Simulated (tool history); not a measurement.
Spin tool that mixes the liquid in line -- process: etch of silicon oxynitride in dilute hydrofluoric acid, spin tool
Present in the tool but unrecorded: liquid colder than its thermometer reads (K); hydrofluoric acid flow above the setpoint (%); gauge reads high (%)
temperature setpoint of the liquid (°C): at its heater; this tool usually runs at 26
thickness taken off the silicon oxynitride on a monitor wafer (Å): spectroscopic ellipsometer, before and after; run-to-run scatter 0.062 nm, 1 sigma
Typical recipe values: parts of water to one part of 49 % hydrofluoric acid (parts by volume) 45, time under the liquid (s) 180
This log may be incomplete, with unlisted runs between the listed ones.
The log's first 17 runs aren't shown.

run,day,temperature setpoint of the liquid (°C),parts of water to one part of 49 % hydrofluoric acid (parts by volume),time under the liquid (s),wafers since the last listed run,hours since the thermometer was replaced,hours since the hydrofluoric acid flow meter was replaced,hours since the gauge calibration,"read-back film thickness of the silicon oxynitride reference wafer, read on the same gauge (nm)",thickness taken off the silicon oxynitride on a monitor wafer (Å)
18,53.175,26,45,180,513,456.7,563.9,462.8,130.02,68.7
19,54.783,26,45,180,241,495.3,602.5,501.4,129.99,67.5
20,58.062,26,45,120,493,574,681.2,580.1,130.01,44.9
21,60.258,24,60,180,330,626.7,733.9,632.8,130.02,45
22,62.1,22.5,35,210,276,670.9,778.1,677,130.01,86
23,66.029,26,65,180,590,765.2,872.4,771.3,130.01,45.7
# day 68.512: hydrofluoric acid flow meter replaced
24,68.533,21,65,95,370,825.3,0.5,831.4,130.01,18.9
25,71.567,29,60,180,456,898.1,73.3,904.2,130,56.8
26,75.654,26,55,180,614,996.2,171.4,1002.3,129.99,54.3
27,77.979,21.5,45,180,349,1052,227.2,1058.1,130,53.6
28,80.683,26,45,80,406,1116.9,292.1,1123,129.96,30
29,85.058,28.5,60,275,657,1221.9,397.1,1228,129.95,86.2
# day 87.688: thermometer replaced
30,88.367,26,45,180,491,16.3,476.5,1307.4,130,67.8
31,91.208,26,65,240,427,84.5,544.7,1375.6,129.99,61
32,93.933,23,60,75,409,149.9,610.1,1441,129.98,17.9
33,98.15,29.5,45,70,634,251.1,711.3,1542.2,129.96,31.3

What if the next run were any one of these 4? Each begins from the tool's condition after run 33:
A,98.171,26,60,180,3,251.6,711.8,1542.7,?,?
B,98.171,27.5,25,180,3,251.6,711.8,1542.7,?,?
C,98.171,30,30,115,3,251.6,711.8,1542.7,?,?
D,98.171,30,60,140,3,251.6,711.8,1542.7,?,?

run,"read-back film thickness of the silicon oxynitride reference wafer, read on the same gauge (nm)",thickness taken off the silicon oxynitride on a monitor wafer (Å)
A,130.02,50
B,130.02,132.8
C,130.02,79.4
D,130.02,46.9
What these runs would have given with no unlogged condition in the tool:
run,thickness taken off the silicon oxynitride on a monitor wafer (Å)
A,50
B,132.8
C,79.4
D,46.9
